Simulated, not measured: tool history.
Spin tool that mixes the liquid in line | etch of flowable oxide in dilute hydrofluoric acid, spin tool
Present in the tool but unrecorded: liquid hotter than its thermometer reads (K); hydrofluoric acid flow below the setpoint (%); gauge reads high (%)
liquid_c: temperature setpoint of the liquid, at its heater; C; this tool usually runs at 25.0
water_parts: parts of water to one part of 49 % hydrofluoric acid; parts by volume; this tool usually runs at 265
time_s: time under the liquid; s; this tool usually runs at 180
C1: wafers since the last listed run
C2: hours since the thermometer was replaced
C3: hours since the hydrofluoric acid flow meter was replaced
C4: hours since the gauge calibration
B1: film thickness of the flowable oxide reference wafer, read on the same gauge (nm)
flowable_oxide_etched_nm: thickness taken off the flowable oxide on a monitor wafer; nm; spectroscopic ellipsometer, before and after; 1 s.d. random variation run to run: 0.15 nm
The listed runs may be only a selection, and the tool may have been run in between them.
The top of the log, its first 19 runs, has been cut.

run 20 hour=537.5 | liquid_c=25.0 water_parts=300 time_s=150 | C1=178 C2=127.0 C3=1049.5 C4=303.5 | B1=80.00 | flowable_oxide_etched_nm=10.08
-- hour=552.6 hydrofluoric acid flow meter replaced
run 21 hour=555.1 | liquid_c=27.0 water_parts=165 time_s=150 | C1=142 C2=144.6 C3=2.5 C4=321.1 | B1=80.00 | flowable_oxide_etched_nm=26.61
run 22 hour=570.9 | liquid_c=25.0 water_parts=265 time_s=85 | C1=136 C2=160.4 C3=18.3 C4=336.9 | B1=80.01 | flowable_oxide_etched_nm=7.99
run 23 hour=596.3 | liquid_c=25.0 water_parts=265 time_s=100 | C1=218 C2=185.8 C3=43.7 C4=362.3 | B1=80.01 | flowable_oxide_etched_nm=9.26
run 24 hour=617.1 | liquid_c=25.0 water_parts=265 time_s=245 | C1=179 C2=206.6 C3=64.5 C4=383.1 | B1=79.99 | flowable_oxide_etched_nm=22.69
run 25 hour=637.5 | liquid_c=22.5 water_parts=145 time_s=110 | C1=175 C2=227.0 C3=84.9 C4=403.5 | B1=80.02 | flowable_oxide_etched_nm=19.30
run 26 hour=668.1 | liquid_c=28.0 water_parts=330 time_s=285 | C1=263 C2=257.6 C3=115.5 C4=434.1 | B1=80.00 | flowable_oxide_etched_nm=21.52
run 27 hour=685.1 | liquid_c=25.0 water_parts=265 time_s=115 | C1=146 C2=274.6 C3=132.5 C4=451.1 | B1=79.99 | flowable_oxide_etched_nm=10.49
run 28 hour=699.5 | liquid_c=25.0 water_parts=355 time_s=80 | C1=123 C2=289.0 C3=146.9 C4=465.5 | B1=79.99 | flowable_oxide_etched_nm=5.01
run 29 hour=718.2 | liquid_c=20.5 water_parts=320 time_s=255 | C1=160 C2=307.7 C3=165.6 C4=484.2 | B1=80.00 | flowable_oxide_etched_nm=15.84
run 30 hour=732.5 | liquid_c=25.0 water_parts=265 time_s=180 | C1=123 C2=322.0 C3=179.9 C4=498.5 | B1=80.00 | flowable_oxide_etched_nm=16.60
run 31 hour=753.9 | liquid_c=20.5 water_parts=265 time_s=180 | C1=184 C2=343.4 C3=201.3 C4=519.9 | B1=80.01 | flowable_oxide_etched_nm=13.80

Alternative continuations, all from the tool just after run 31; predict every row:
run A hour=754.4 | liquid_c=25.0 water_parts=265 time_s=180 | C1=4 C2=343.9 C3=201.8 C4=520.4 | B1=? | flowable_oxide_etched_nm=?
run B hour=754.4 | liquid_c=21.5 water_parts=195 time_s=180 | C1=4 C2=343.9 C3=201.8 C4=520.4 | B1=? | flowable_oxide_etched_nm=?
run C hour=754.4 | liquid_c=20.0 water_parts=265 time_s=180 | C1=4 C2=343.9 C3=201.8 C4=520.4 | B1=? | flowable_oxide_etched_nm=?

run=A B1=79.99 flowable_oxide_etched_nm=16.22
run=B B1=79.99 flowable_oxide_etched_nm=20.87
run=C B1=79.99 flowable_oxide_etched_nm=13.55
Stripped of hidden state, with their random variation kept, the same runs would have yielded:
run=A flowable_oxide_etched_nm=16.78
run=B flowable_oxide_etched_nm=21.56
run=C flowable_oxide_etched_nm=14.01
